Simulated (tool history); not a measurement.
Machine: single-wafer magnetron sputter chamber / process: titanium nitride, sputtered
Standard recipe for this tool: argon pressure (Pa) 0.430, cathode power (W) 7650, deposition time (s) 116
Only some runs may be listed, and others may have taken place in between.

run    hour  argon pressure (Pa)  cathode power (W)  deposition time (s)  read-back reference wafer on the same gauge, thickness_nm  mean film thickness on the monitor wafer (angstrom)
  1     0.0                0.430               7650                  116                                                    150.981                                              1552.21
      169.3  -- capacitance manometer re-zeroed and calibrated
  2   251.1                0.430               7650                  116                                                    151.007                                              1544.95
  3   309.3                0.430               7650                  116                                                    150.942                                              1539.41
      401.6  -- sputter target and shields replaced
  4   402.1                0.430               7650                  116                                                    151.021                                              1556.09
  5   494.0                0.430               7650                  116                                                    151.049                                              1555.02
  6   577.3                0.430               7650                  116                                                    150.949                                              1546.60
  7   620.2                0.430               7650                  116                                                    150.967                                              1543.88
  8   677.5                0.430               6750                  116                                                    151.020                                              1404.62
  9   722.0                0.430               6750                  116                                                    151.035                                              1397.99
 10   818.7                0.430               6750                  116                                                    151.020                                              1398.97
      937.0  -- sputter target and shields replaced
     1002.8  -- magnet pack replaced
 11  1067.6                0.430               7650                  116                                                    151.046                                              1555.14
 12  1171.5                0.430               7650                  116                                                    150.967                                              1540.06
     1260.4  -- capacitance manometer re-zeroed and calibrated
 13  1274.0                0.430               7650                  116                                                    151.021                                              1544.81
 14  1367.2                0.430               7650                  116                                                    151.023                                              1536.61
 15  1449.6                0.430               6900                  116                                                    151.012                                              1421.61
     1476.8  -- sputter target and shields replaced
 16  1555.6                0.430               9050                  116                                                    150.984                                              1774.73
 17  1596.9                0.430               7650                  116                                                    151.030                                              1547.97
 18  1679.3                0.551               9350                  116                                                    150.959                                              1756.71
 19  1718.9                0.482               6100                  124                                                    151.145                                              1376.58
 20  1813.2                0.476               9450                   97                                                    150.981                                              1500.73
 21  1856.3                0.513               7650                  116                                                    150.966                                              1509.24
 22  1954.3                0.297               5950                  116                                                    150.938                                              1325.86
     1977.2  -- gauge calibrated
 23  1999.2                0.513               7650                  116                                                    151.055                                              1504.03
 24  2041.1                0.430               7650                  116                                                    150.982                                              1539.80
     2068.8  -- sputter target and shields replaced
 25  2103.0                0.430               7650                  116                                                    151.024                                              1555.52
 26  2208.0                0.260               9300                  131                                                    151.094                                              2142.62
 27  2302.3                0.430               5750                  128                                                    151.067                                              1378.44
     2480.4  -- capacitance manometer re-zeroed and calibrated
 28  2588.3                0.430               7650                  136                                                    151.045                                              1799.67

What the log doesn't show, run by run:
true argon pressure above the setpoint (%): 0 in every run
gauge reads high (%): 0 in every run
H1: deposition rate above that of a new target (%)
run      H1
  1  -0.714
  2   -1.72
  3   -1.81
  4  -0.122
  5  -0.813
  6   -1.19
  7   -1.32
  8   -1.46
  9   -1.53
 10   -1.65
 11  -0.909
 12   -1.26
 13   -1.46
 14   -1.56
 15   -1.61
 16  -0.676
 17  -0.902
 18   -1.22
 19   -1.33
 20    -1.5
 21   -1.55
 22   -1.63
 23   -1.66
 24   -1.67
 25  -0.318
 26  -0.945
 27   -1.26
 28   -1.61
